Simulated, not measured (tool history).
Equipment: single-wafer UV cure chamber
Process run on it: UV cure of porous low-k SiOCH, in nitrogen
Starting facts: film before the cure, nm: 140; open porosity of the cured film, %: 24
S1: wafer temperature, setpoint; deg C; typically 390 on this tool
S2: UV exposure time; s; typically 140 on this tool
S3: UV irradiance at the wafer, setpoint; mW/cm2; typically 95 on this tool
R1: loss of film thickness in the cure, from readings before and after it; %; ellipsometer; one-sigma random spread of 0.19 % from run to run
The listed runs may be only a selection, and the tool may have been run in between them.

run	hour	S1	S2	S3	R1
1	0.0	390	140	95	12.397
2	83.5	390	140	95	12.603
3	171.6	390	140	95	12.400
4	220.4	390	140	95	12.146
5	290.2	390	140	95	12.470
6	327.1	390	165	95	13.070
7	371.2	390	140	81	11.259
8	436.8	390	140	81	11.297
9	507.3	399	140	95	12.535
10	550.2	390	140	95	12.129
11	606.2	390	140	105	12.711
12	688.8	390	140	60	10.095
13	758.8	390	140	95	12.253
14	858.5	371	165	64	10.616
15	904.5	390	140	95	12.036
16	984.2	390	60	114	8.932
17	1050.4	390	140	126	13.801

Put back what was entered between runs (2 entries, withheld): which listed runs does each sit between, and how does the hidden state differ from the listed run before to the listed run after?
Between runs 9 and 10: UV bulbs replaced (hour 533.1)
  nothing in the hidden state changes from one run to the other
Between runs 11 and 12: quartz window cleaned (hour 659.0)
  nothing in the hidden state changes from one run to the other

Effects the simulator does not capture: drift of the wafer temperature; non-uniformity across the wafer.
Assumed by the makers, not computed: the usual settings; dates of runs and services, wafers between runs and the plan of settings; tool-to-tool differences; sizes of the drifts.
